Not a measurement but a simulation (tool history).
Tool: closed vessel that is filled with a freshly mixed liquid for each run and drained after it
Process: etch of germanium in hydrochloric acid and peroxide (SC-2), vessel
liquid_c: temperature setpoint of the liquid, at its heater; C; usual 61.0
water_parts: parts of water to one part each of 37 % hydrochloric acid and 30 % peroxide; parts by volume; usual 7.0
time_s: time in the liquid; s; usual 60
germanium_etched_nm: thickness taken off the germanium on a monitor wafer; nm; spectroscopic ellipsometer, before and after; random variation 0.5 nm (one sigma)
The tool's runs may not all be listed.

run,hour,liquid_c,water_parts,time_s,wafers since the last listed run,hours since the thermometer was replaced,hours since the chemicals flow meter was replaced,hours since the drum of peroxide was connected,hours since the gauge calibration,"read-back film thickness of the germanium reference wafer, read on the same gauge (nm)",germanium_etched_nm
1,0.0,61.0,7.0,60,0,2759.0,227.2,614.3,2725.1,90.00,246.09
2,105.5,61.0,7.0,60,12420,2864.5,332.7,719.8,2830.6,90.01,246.58
# hour 108.5: new drum of peroxide connected
3,160.4,61.0,7.0,60,6345,2919.4,387.6,51.9,2885.5,90.03,246.50
# hour 205.4: thermometer replaced
4,285.3,61.0,7.0,60,14586,79.9,512.5,176.8,3010.4,90.00,250.95
5,422.7,61.0,7.0,60,16176,217.3,649.9,314.2,3147.8,90.01,250.28
6,506.8,61.0,4.5,60,9901,301.4,734.0,398.3,3231.9,89.98,254.85
7,583.9,61.0,8.5,60,9077,378.5,811.1,475.4,3309.0,90.01,247.29
# hour 597.4: chemicals flow meter replaced
8,681.3,61.0,8.5,60,11349,475.9,83.9,572.8,3406.4,89.99,245.23
9,755.2,61.0,4.0,45,8700,549.8,157.8,646.7,3480.3,90.01,190.08
10,851.0,61.0,7.0,60,11278,645.6,253.6,742.5,3576.1,90.01,249.41
# hour 862.4: new drum of peroxide connected
11,941.5,61.0,7.0,75,10536,736.1,344.1,79.1,3666.6,89.99,312.04
12,1031.6,70.0,9.5,75,10607,826.2,434.2,169.2,3756.7,89.98,395.43
13,1117.5,61.0,7.0,60,10113,912.1,520.1,255.1,3842.6,90.01,250.23
14,1176.2,61.0,7.0,60,6910,970.8,578.8,313.8,3901.3,89.99,249.97
# hour 1245.1: chemicals flow meter replaced
15,1284.2,61.0,5.0,60,12597,1078.8,39.1,421.8,4009.3,90.02,251.82
# hour 1301.5: gauge calibrated
16,1346.4,67.5,5.5,30,7322,1141.0,101.3,484.0,44.9,90.02,151.84
17,1416.9,61.0,7.0,60,8300,1211.5,171.8,554.5,115.4,90.04,248.32
18,1485.6,65.5,7.0,60,8088,1280.2,240.5,623.2,184.1,89.97,282.63
# hour 1523.6: new drum of peroxide connected
19,1614.9,53.5,4.0,60,15104,1409.5,369.8,91.3,313.4,90.01,200.71
20,1683.0,61.0,7.0,60,8017,1477.6,437.9,159.4,381.5,89.99,249.25
21,1931.3,69.0,9.5,60,29232,1725.9,686.2,407.7,629.8,90.01,307.11
# hour 1956.4: chemicals flow meter replaced
22,1996.3,70.5,9.5,60,7534,1790.9,39.9,472.7,694.8,90.01,316.54
23,2063.9,61.0,6.0,60,7958,1858.5,107.5,540.3,762.4,90.00,249.35
24,2160.9,53.0,9.0,30,11419,1955.5,204.5,637.3,859.4,90.01,95.25
# hour 2194.2: new drum of peroxide connected
25,2244.3,56.0,7.0,60,9701,2038.9,287.9,50.1,942.8,89.99,212.63
26,2307.5,61.0,7.0,75,7440,2102.1,351.1,113.3,1006.0,90.01,308.48
27,2348.9,69.0,9.5,40,4874,2143.5,392.5,154.7,1047.4,89.97,203.42
28,2397.2,70.0,9.0,45,5686,2191.8,440.8,203.0,1095.7,90.00,236.37
29,2462.4,61.0,7.0,35,7676,2257.0,506.0,268.2,1160.9,89.99,144.41
30,2532.8,65.0,5.0,85,8288,2327.4,576.4,338.6,1231.3,90.02,400.11

The same runs without the tool's hidden state, with the same run-to-run variation:
The hidden state here: liquid colder than its thermometer reads (K); chemicals flow above the setpoint (%); peroxide weaker than its label (%); gauge reads high (%).
run,germanium_etched_nm
1,249.34
2,249.73
3,249.61
4,249.72
5,248.99
6,254.65
7,245.24
8,245.50
9,190.58
10,249.60
11,312.11
12,393.93
13,250.12
14,249.88
15,253.18
16,152.62
17,249.45
18,283.71
19,202.20
20,250.14
21,306.22
22,318.59
23,251.44
24,95.93
25,214.33
26,310.65
27,203.97
28,236.94
29,145.37
30,403.75

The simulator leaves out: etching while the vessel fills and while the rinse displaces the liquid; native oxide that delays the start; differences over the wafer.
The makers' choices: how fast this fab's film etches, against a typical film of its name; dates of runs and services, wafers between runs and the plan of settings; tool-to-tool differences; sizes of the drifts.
